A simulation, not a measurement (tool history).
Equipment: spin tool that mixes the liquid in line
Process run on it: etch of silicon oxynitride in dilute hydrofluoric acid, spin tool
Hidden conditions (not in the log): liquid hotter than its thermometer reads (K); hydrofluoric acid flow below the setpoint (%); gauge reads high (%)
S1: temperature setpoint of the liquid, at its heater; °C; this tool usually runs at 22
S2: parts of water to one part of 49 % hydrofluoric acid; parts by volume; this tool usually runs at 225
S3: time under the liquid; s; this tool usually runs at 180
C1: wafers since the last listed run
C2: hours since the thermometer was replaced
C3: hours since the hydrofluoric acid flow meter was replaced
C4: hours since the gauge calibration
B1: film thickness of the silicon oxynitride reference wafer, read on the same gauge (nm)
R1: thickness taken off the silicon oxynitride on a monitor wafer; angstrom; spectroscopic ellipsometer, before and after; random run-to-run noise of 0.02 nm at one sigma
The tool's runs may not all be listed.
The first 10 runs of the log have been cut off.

run,hour,S1,S2,S3,C1,C2,C3,C4,B1,R1
11,254.1,22,310,140,220,744.3,32.4,186.2,49.988,6.29
12,299.9,18,225,180,415,790.1,78.2,232,50.022,9.75
13,317.3,22,315,180,157,807.5,95.6,249.4,50.001,7.8
14,346.1,22,225,225,261,836.3,124.4,278.2,49.996,14.51
15,377,22,225,180,280,867.2,155.3,309.1,50.008,11.53
16,406.9,22,225,180,271,897.1,185.2,339,50.01,11.73
17,425.1,22,225,180,165,915.3,203.4,357.2,50.001,11.65
# hour 484.4: thermometer replaced
18,498.2,22,225,180,654,13.8,276.5,430.3,49.988,10.96
19,522.8,22,290,180,223,38.4,301.1,454.9,50.026,7.85
20,581.5,27,225,265,532,97.1,359.8,513.6,50.005,18.98
21,595.2,22,185,205,124,110.8,373.5,527.3,50.027,15.15
22,620,22,320,180,225,135.6,398.3,552.1,49.99,7.14
23,644.3,22,225,180,220,159.9,422.6,576.4,50.004,11.13
24,672,22,165,240,251,187.6,450.3,604.1,50.004,20.47
25,706.5,27,305,75,313,222.1,484.8,638.6,49.979,4.01

Estimate the outcome of run 26 from the log above:
26,722.4,22,225,180,144,238,500.7,654.5,?,?

Run 26 measured B1 49.985, R1 10.93 angstrom.
On a tool with no hidden condition, and with the same random variation, this run would have come out at R1 10.61 angstrom.
